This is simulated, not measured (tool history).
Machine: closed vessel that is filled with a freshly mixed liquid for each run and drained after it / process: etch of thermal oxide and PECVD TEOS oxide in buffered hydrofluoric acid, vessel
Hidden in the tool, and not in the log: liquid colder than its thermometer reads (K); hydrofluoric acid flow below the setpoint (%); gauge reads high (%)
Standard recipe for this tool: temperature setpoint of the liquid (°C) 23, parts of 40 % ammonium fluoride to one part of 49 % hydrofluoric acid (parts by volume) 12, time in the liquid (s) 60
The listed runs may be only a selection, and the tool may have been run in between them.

run,hour,temperature setpoint of the liquid (°C),parts of 40 % ammonium fluoride to one part of 49 % hydrofluoric acid (parts by volume),time in the liquid (s),wafers since the last listed run,hours since the thermometer was replaced,hours since the hydrofluoric acid flow meter was replaced,hours since the gauge calibration,"read-back film thickness of the thermal oxide reference wafer, read on the same gauge (nm)","read-back film thickness of the PECVD TEOS oxide reference wafer, read on the same gauge (nm)",thickness taken off the thermal oxide on a monitor wafer (nm),thickness taken off the PECVD TEOS oxide on a monitor wafer (nm)
1,0,19,12,80,0,317,448,553.1,100,119.99,63.62,173.28
2,64.2,23,12,60,8323,381.2,512.2,617.3,100,120,59.09,160.67
3,114.9,23,12,60,6573,431.9,562.9,668,100,120.02,59.21,159.75
4,167.5,23,12,60,6819,484.5,615.5,720.6,100.02,120.02,59.14,163.03
5,214,23,12,60,6029,531,662,767.1,100,120,58.99,160.42
# hour 337.5: gauge calibrated
6,396.8,23,12,60,23701,713.8,844.8,59.3,99.96,120.02,58.8,160.27
7,465.9,24.5,12,60,8959,782.9,913.9,128.4,100.01,119.99,63.87,171.28
8,507.9,24.5,12,60,5445,824.9,955.9,170.4,100.02,119.98,63.75,171.82
9,536.1,24.5,12,60,3656,853.1,984.1,198.6,100.03,119.99,63.51,172.63
10,595.6,19,12,60,7714,912.6,1043.6,258.1,100.01,120.01,46.77,125.45
11,662.6,19,12,60,8686,979.6,1110.6,325.1,100,120.01,46.77,127.61
12,708.4,23,12,60,5938,1025.4,1156.4,370.9,100,120.02,58.21,159.83
13,774.9,27.5,10.5,45,8622,1091.9,1222.9,437.4,99.98,120.03,63.27,172.66
# hour 780.6: thermometer replaced
14,824,23,16.5,80,6236,43.4,1272,486.5,100.03,120.03,57.65,157.14
15,887.5,23,12,60,8233,106.9,1335.5,550,100.01,119.98,59.05,160

Run 16 is up next; what results do you expect?
16,957.7,20,13.5,35,9101,177.1,1405.7,620.2,?,?,?,?

{"run 16": {"read-back film thickness of the thermal oxide reference wafer, read on the same gauge (nm)": 100, "read-back film thickness of the PECVD TEOS oxide reference wafer, read on the same gauge (nm)": 119.98, "thickness taken off the thermal oxide on a monitor wafer (nm)": 25.96, "thickness taken off the PECVD TEOS oxide on a monitor wafer (nm)": 70.48}}
The same run, on a tool lacking any hidden state, would have yielded thickness taken off the thermal oxide on a monitor wafer (nm) 26.5, thickness taken off the PECVD TEOS oxide on a monitor wafer (nm) 71.95.
